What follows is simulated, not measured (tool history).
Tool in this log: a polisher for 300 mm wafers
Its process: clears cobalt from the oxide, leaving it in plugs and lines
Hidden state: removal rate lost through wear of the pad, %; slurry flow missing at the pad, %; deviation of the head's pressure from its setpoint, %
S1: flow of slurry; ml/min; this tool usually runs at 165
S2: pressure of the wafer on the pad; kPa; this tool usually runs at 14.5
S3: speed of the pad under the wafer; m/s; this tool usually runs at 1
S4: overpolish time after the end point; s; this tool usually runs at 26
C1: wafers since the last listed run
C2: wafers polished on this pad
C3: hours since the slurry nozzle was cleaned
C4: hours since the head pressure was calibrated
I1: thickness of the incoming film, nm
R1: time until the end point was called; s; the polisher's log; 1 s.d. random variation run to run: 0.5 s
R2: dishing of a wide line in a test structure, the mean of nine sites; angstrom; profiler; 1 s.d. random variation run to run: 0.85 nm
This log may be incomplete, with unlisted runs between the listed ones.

| run | hour | S1 | S2 | S3 | S4 | C1 | C2 | C3 | C4 | I1 | R1 | R2 |
|---|---|---|---|---|---|---|---|---|---|---|---|---|
| 1 | 0 | 165 | 14.5 | 1 | 26 | 0 | 1341 | 443 | 1093.6 | 244.1 | 49.9 | 563 |
|  | 12.7 | worn pad replaced by a new one |
| 2 | 15.9 | 140 | 14.5 | 1 | 26 | 147 | 39 | 458.9 | 1109.5 | 244.2 | 49.1 | 576 |
| 3 | 31.3 | 140 | 14.5 | 1 | 26 | 191 | 230 | 474.3 | 1124.9 | 242.9 | 50 | 561 |
| 4 | 44.7 | 165 | 14.5 | 1 | 26 | 166 | 396 | 487.7 | 1138.3 | 238.5 | 47.9 | 577 |
| 5 | 52.6 | 165 | 14.5 | 1 | 26 | 98 | 494 | 495.6 | 1146.2 | 241 | 49.2 | 568 |
| 6 | 60.7 | 165 | 14.5 | 1 | 37 | 100 | 594 | 503.7 | 1154.3 | 241.8 | 49.4 | 635 |
| 7 | 71.5 | 165 | 14.5 | 1 | 37 | 133 | 728 | 514.5 | 1165.1 | 240.7 | 48.6 | 627 |
| 8 | 88.4 | 165 | 13.1 | 1 | 26 | 209 | 938 | 531.4 | 1182 | 239.9 | 54.4 | 553 |
| 9 | 94.8 | 165 | 13.1 | 1 | 26 | 79 | 1018 | 537.8 | 1188.4 | 244.4 | 56.3 | 551 |
| 10 | 105 | 165 | 13.1 | 1 | 26 | 126 | 1144 | 548 | 1198.6 | 236.9 | 54.1 | 528 |
| 11 | 122.6 | 165 | 14.5 | 1 | 26 | 218 | 1362 | 565.6 | 1216.2 | 237.3 | 49.8 | 567 |
|  | 130.7 | worn pad replaced by a new one |
| 12 | 135.2 | 165 | 14.5 | 1 | 26 | 106 | 56 | 578.2 | 1228.8 | 242.3 | 47.9 | 563 |
| 13 | 144.9 | 165 | 14.5 | 1 | 26 | 120 | 176 | 587.9 | 1238.5 | 241.8 | 47.5 | 554 |
| 14 | 153.1 | 215 | 14.5 | 1.26 | 31 | 101 | 278 | 596.1 | 1246.7 | 237.1 | 35.8 | 635 |
| 15 | 170 | 200 | 11.7 | 1.26 | 39 | 209 | 488 | 613 | 1263.6 | 240.7 | 46.3 | 639 |
|  | 181.5 | head pressure recalibrated |
| 16 | 187.2 | 165 | 14.5 | 0.8 | 26 | 188 | 676 | 630.2 | 5.7 | 240 | 60.7 | 533 |
| 17 | 204.3 | 125 | 18.6 | 1 | 26 | 212 | 888 | 647.3 | 22.8 | 241.1 | 40.9 | 588 |
| 18 | 218.9 | 215 | 14.5 | 1.26 | 31 | 181 | 1070 | 661.9 | 37.4 | 240.5 | 37.1 | 626 |
| 19 | 236 | 165 | 14.5 | 1 | 26 | 212 | 1282 | 679 | 54.5 | 236.1 | 48.8 | 567 |
|  | 255.2 | worn pad replaced by a new one |
| 20 | 255.7 | 135 | 17.9 | 0.76 | 41 | 194 | 6 | 698.7 | 74.2 | 237.7 | 51.5 | 628 |
|  | 258.8 | slurry nozzle cleaned |
| 21 | 274.4 | 130 | 11 | 0.8 | 11 | 219 | 226 | 15.6 | 92.9 | 241.7 | 85 | 245 |
| 22 | 290.3 | 165 | 14.5 | 1 | 26 | 197 | 423 | 31.5 | 108.8 | 237.1 | 48.3 | 567 |
| 23 | 300.8 | 165 | 14.5 | 1 | 26 | 130 | 553 | 42 | 119.3 | 240.6 | 49.5 | 556 |
| 24 | 307.2 | 110 | 13.1 | 1 | 35 | 79 | 633 | 48.4 | 125.7 | 242.8 | 60.6 | 588 |
| 25 | 316.9 | 165 | 14.5 | 1 | 26 | 120 | 753 | 58.1 | 135.4 | 236.6 | 49.1 | 557 |
| 26 | 327.6 | 125 | 17.9 | 1.24 | 19 | 132 | 886 | 68.8 | 146.1 | 240.5 | 34.6 | 581 |
| 27 | 344.9 | 165 | 14.5 | 1 | 18 | 214 | 1100 | 86.1 | 163.4 | 235.6 | 49.4 | 484 |

Had the tool no unlogged condition, and each run kept its random variation, what would the results have been?
| run | R1 | R2 |
|---|---|---|
| 1 | 46.8 | 574 |
| 2 | 48.8 | 577 |
| 3 | 48.7 | 565 |
| 4 | 46.1 | 584 |
| 5 | 47.1 | 576 |
| 6 | 47.1 | 641 |
| 7 | 46.1 | 633 |
| 8 | 51.4 | 565 |
| 9 | 53.1 | 563 |
| 10 | 50.9 | 540 |
| 11 | 46.9 | 579 |
| 12 | 47.3 | 565 |
| 13 | 46.3 | 559 |
| 14 | 34.6 | 638 |
| 15 | 44.2 | 644 |
| 16 | 57.4 | 546 |
| 17 | 38.5 | 597 |
| 18 | 34.8 | 632 |
| 19 | 45.7 | 580 |
| 20 | 50.6 | 630 |
| 21 | 81.6 | 253 |
| 22 | 45.7 | 577 |
| 23 | 46.5 | 567 |
| 24 | 56.9 | 599 |
| 25 | 45.9 | 569 |
| 26 | 32.2 | 593 |
| 27 | 45.9 | 502 |

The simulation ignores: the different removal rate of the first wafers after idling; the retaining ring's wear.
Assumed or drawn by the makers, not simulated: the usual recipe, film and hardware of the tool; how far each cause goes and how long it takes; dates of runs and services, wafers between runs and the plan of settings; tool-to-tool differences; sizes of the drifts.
